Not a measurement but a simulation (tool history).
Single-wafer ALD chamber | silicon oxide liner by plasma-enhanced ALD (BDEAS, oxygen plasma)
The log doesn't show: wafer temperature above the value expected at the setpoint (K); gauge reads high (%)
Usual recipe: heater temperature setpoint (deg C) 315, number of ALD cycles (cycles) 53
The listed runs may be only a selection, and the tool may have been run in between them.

run   hour  heater temperature setpoint (deg C)  number of ALD cycles (cycles)  wafers since the last listed run  hours since the last thermocouple change  hours since the gauge calibration  read-back reference wafer on the same gauge, thickness_nm  mean film thickness on the monitor wafer (Å)
  1    0.0                                  315                             53                                 0                                    2035.7                              214.9                                                      4.249                                         52.36
  2   55.3                                  315                             53                               365                                    2091.0                              270.2                                                      4.255                                         52.55
  3   83.9                                  315                             53                               189                                    2119.6                              298.8                                                      4.258                                         52.76
  4  122.4                                  315                             61                               254                                    2158.1                              337.3                                                      4.267                                         60.68
  5  168.4                                  315                             61                               304                                    2204.1                              383.3                                                      4.280                                         60.47
  6  237.7                                  325                             58                               458                                    2273.4                              452.6                                                      4.291                                         56.87
     261.6  -- gauge calibrated
  7  305.0                                  325                             58                               444                                    2340.7                               43.4                                                      4.224                                         56.39
  8  334.2                                  325                             58                               193                                    2369.9                               72.6                                                      4.229                                         55.91
     371.8  -- thermocouple changed; heater temperature recalibrated
  9  476.2                                  323                             53                               885                                     104.4                              214.6                                                      4.237                                         51.68
 10  543.9                                  315                             53                               447                                     172.1                              282.3                                                      4.242                                         52.40
 11  600.2                                  311                             44                               372                                     228.4                              338.6                                                      4.258                                         43.81
 12  662.9                                  306                             57                               414                                     291.1                              401.3                                                      4.268                                         57.42
     697.5  -- gauge calibrated
 13  715.3                                  315                             53                               346                                     343.5                               17.8                                                      4.219                                         52.01
 14  778.8                                  315                             53                               419                                     407.0                               81.3                                                      4.222                                         52.15
 15  822.4                                  309                             58                               288                                     450.6                              124.9                                                      4.227                                         57.46
 16  863.2                                  323                             61                               269                                     491.4                              165.7                                                      4.228                                         59.07
 17  927.3                                  310                             53                               423                                     555.5                              229.8                                                      4.238                                         52.51
 18  959.8                                  315                             56                               214                                     588.0                              262.3                                                      4.241                                         55.19

Each row is a separate what-if for the run after 18, all from the same tool condition, not one after another. Results?
  A  960.3                                  315                             53                                 3                                     588.5                              262.8                                                          ?                                             ?
  B  960.3                                  305                             53                                 3                                     588.5                              262.8                                                          ?                                             ?
  C  960.3                                  301                             53                                 3                                     588.5                              262.8                                                          ?                                             ?

run  read-back reference wafer on the same gauge, thickness_nm  mean film thickness on the monitor wafer (Å)
  A                                                      4.244                                         52.03
  B                                                      4.244                                         52.88
  C                                                      4.244                                         53.33
What these runs would have given with no unlogged condition in the tool:
run  mean film thickness on the monitor wafer (Å)
  A                                         51.88
  B                                         52.73
  C                                         53.18
